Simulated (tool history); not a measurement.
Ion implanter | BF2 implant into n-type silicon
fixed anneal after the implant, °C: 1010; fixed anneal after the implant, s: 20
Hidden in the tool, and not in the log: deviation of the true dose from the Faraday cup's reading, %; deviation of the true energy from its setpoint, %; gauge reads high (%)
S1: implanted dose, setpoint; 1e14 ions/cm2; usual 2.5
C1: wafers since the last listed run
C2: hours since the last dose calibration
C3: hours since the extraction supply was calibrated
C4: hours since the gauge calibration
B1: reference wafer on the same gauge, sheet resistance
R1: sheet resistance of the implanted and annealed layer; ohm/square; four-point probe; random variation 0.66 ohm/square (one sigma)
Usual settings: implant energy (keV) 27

{"run": 1, "hour": 0.0, "S1": 2.5, "implant energy (keV)": 27, "C1": 0, "C2": 689.3, "C3": 2775.9, "C4": 775.5, "B1": 434.08, "R1": 440.79}
{"run": 2, "hour": 55.2, "S1": 2.5, "implant energy (keV)": 27, "C1": 716, "C2": 744.5, "C3": 2831.1, "C4": 830.7, "B1": 434.17, "R1": 440.7}
{"run": 3, "hour": 139.1, "S1": 2.5, "implant energy (keV)": 27, "C1": 1088, "C2": 828.4, "C3": 2915, "C4": 914.6, "B1": 433.72, "R1": 441.39}
{"run": 4, "hour": 190.0, "S1": 2.5, "implant energy (keV)": 27, "C1": 660, "C2": 879.3, "C3": 2965.9, "C4": 965.5, "B1": 433.95, "R1": 440.64}
{"run": 5, "hour": 284.5, "S1": 2.5, "implant energy (keV)": 27, "C1": 1226, "C2": 973.8, "C3": 3060.4, "C4": 1060, "B1": 434.03, "R1": 442.17}
{"run": 6, "hour": 356.3, "S1": 2.5, "implant energy (keV)": 20.5, "C1": 931, "C2": 1045.6, "C3": 3132.2, "C4": 1131.8, "B1": 434.17, "R1": 453.34}
{"run": 7, "hour": 410.9, "S1": 2.5, "implant energy (keV)": 27, "C1": 708, "C2": 1100.2, "C3": 3186.8, "C4": 1186.4, "B1": 433.81, "R1": 442.58}
{"run": 8, "hour": 484.5, "S1": 2.5, "implant energy (keV)": 27, "C1": 955, "C2": 1173.8, "C3": 3260.4, "C4": 1260, "B1": 434.36, "R1": 442.46}
{"hour": 570.3, "done": "gauge calibrated"}
{"run": 9, "hour": 590.2, "S1": 2.5, "implant energy (keV)": 27, "C1": 1371, "C2": 1279.5, "C3": 3366.1, "C4": 19.9, "B1": 434.19, "R1": 443.58}
{"run": 10, "hour": 651.5, "S1": 1.91, "implant energy (keV)": 27, "C1": 795, "C2": 1340.8, "C3": 3427.4, "C4": 81.2, "B1": 434.07, "R1": 554.09}
{"run": 11, "hour": 689.3, "S1": 1.91, "implant energy (keV)": 27, "C1": 490, "C2": 1378.6, "C3": 3465.2, "C4": 119, "B1": 434.02, "R1": 555.88}
{"hour": 913.3, "done": "Faraday cup replaced and dose calibrated"}
{"run": 12, "hour": 922.5, "S1": 1.91, "implant energy (keV)": 27, "C1": 2923, "C2": 9.2, "C3": 3698.4, "C4": 352.2, "B1": 433.96, "R1": 550.05}
{"run": 13, "hour": 971.2, "S1": 2.5, "implant energy (keV)": 29, "C1": 632, "C2": 57.9, "C3": 3747.1, "C4": 400.9, "B1": 434.2, "R1": 436.51}
{"run": 14, "hour": 1054.0, "S1": 2.5, "implant energy (keV)": 27, "C1": 1074, "C2": 140.7, "C3": 3829.9, "C4": 483.7, "B1": 433.58, "R1": 439.45}
{"run": 15, "hour": 1099.2, "S1": 2.5, "implant energy (keV)": 27, "C1": 586, "C2": 185.9, "C3": 3875.1, "C4": 528.9, "B1": 433.95, "R1": 439.57}
{"hour": 1171.6, "done": "extraction supply calibrated"}
{"run": 16, "hour": 1203.3, "S1": 2.5, "implant energy (keV)": 27, "C1": 1247, "C2": 290, "C3": 31.7, "C4": 633, "B1": 434.28, "R1": 438.38}
{"run": 17, "hour": 1308.1, "S1": 3.22, "implant energy (keV)": 30, "C1": 1360, "C2": 394.8, "C3": 136.5, "C4": 737.8, "B1": 433.71, "R1": 349.92}
{"run": 18, "hour": 1420.6, "S1": 2.5, "implant energy (keV)": 27, "C1": 1460, "C2": 507.3, "C3": 249, "C4": 850.3, "B1": 434.13, "R1": 438.26}
{"run": 19, "hour": 1516.9, "S1": 2.12, "implant energy (keV)": 31.5, "C1": 1249, "C2": 603.6, "C3": 345.3, "C4": 946.6, "B1": 433.9, "R1": 498.34}
{"run": 20, "hour": 1703.5, "S1": 2.5, "implant energy (keV)": 22, "C1": 2421, "C2": 790.2, "C3": 531.9, "C4": 1133.2, "B1": 433.81, "R1": 447.83}
{"run": 21, "hour": 1805.8, "S1": 2.08, "implant energy (keV)": 33.5, "C1": 1327, "C2": 892.5, "C3": 634.2, "C4": 1235.5, "B1": 434.04, "R1": 503.78}
{"run": 22, "hour": 1847.1, "S1": 1.82, "implant energy (keV)": 34, "C1": 536, "C2": 933.8, "C3": 675.5, "C4": 1276.8, "B1": 434.25, "R1": 560.99}
{"run": 23, "hour": 1895.5, "S1": 1.79, "implant energy (keV)": 32.5, "C1": 628, "C2": 982.2, "C3": 723.9, "C4": 1325.2, "B1": 433.91, "R1": 572}
{"run": 24, "hour": 1934.7, "S1": 2.73, "implant energy (keV)": 36, "C1": 508, "C2": 1021.4, "C3": 763.1, "C4": 1364.4, "B1": 433.81, "R1": 399.66}
{"hour": 1937.4, "done": "gauge calibrated"}
{"run": 25, "hour": 1985.2, "S1": 2.17, "implant energy (keV)": 35, "C1": 655, "C2": 1071.9, "C3": 813.6, "C4": 47.8, "B1": 433.95, "R1": 484.64}
{"run": 26, "hour": 2072.0, "S1": 2.5, "implant energy (keV)": 27, "C1": 1126, "C2": 1158.7, "C3": 900.4, "C4": 134.6, "B1": 433.9, "R1": 441.38}
{"run": 27, "hour": 2121.9, "S1": 2.77, "implant energy (keV)": 27, "C1": 647, "C2": 1208.6, "C3": 950.3, "C4": 184.5, "B1": 434.15, "R1": 404.75}
{"run": 28, "hour": 2194.8, "S1": 2.5, "implant energy (keV)": 35.5, "C1": 946, "C2": 1281.5, "C3": 1023.2, "C4": 257.4, "B1": 433.87, "R1": 431.59}
{"run": 29, "hour": 2238.2, "S1": 2.5, "implant energy (keV)": 27, "C1": 563, "C2": 1324.9, "C3": 1066.6, "C4": 300.8, "B1": 434.14, "R1": 442.97}
{"run": 30, "hour": 2326.8, "S1": 3.04, "implant energy (keV)": 34, "C1": 1149, "C2": 1413.5, "C3": 1155.2, "C4": 389.4, "B1": 433.86, "R1": 367.75}
{"run": 31, "hour": 2402.4, "S1": 2.22, "implant energy (keV)": 21, "C1": 981, "C2": 1489.1, "C3": 1230.8, "C4": 465, "B1": 434.01, "R1": 500.26}
{"run": 32, "hour": 2484.3, "S1": 2.81, "implant energy (keV)": 24.5, "C1": 1063, "C2": 1571, "C3": 1312.7, "C4": 546.9, "B1": 434, "R1": 405.25}

Forecast each of these 4 alternatives for the next run:
{"run": "A", "hour": 2484.7, "S1": 2.5, "implant energy (keV)": 27, "C1": 5, "C2": 1571.4, "C3": 1313.1, "C4": 547.3, "B1": "?", "R1": "?"}
{"run": "B", "hour": 2484.7, "S1": 3.02, "implant energy (keV)": 27, "C1": 5, "C2": 1571.4, "C3": 1313.1, "C4": 547.3, "B1": "?", "R1": "?"}
{"run": "C", "hour": 2484.7, "S1": 3.13, "implant energy (keV)": 21.5, "C1": 5, "C2": 1571.4, "C3": 1313.1, "C4": 547.3, "B1": "?", "R1": "?"}
{"run": "D", "hour": 2484.7, "S1": 2.5, "implant energy (keV)": 32.5, "C1": 5, "C2": 1571.4, "C3": 1313.1, "C4": 547.3, "B1": "?", "R1": "?"}

run=A B1=433.88 R1=443.9
run=B B1=433.88 R1=378.32
run=C B1=433.88 R1=374.68
run=D B1=433.88 R1=437.08
Without the tool's hidden state the same runs would have given:
run=A R1=438.57
run=B R1=373.75
run=C R1=370.25
run=D R1=431.87
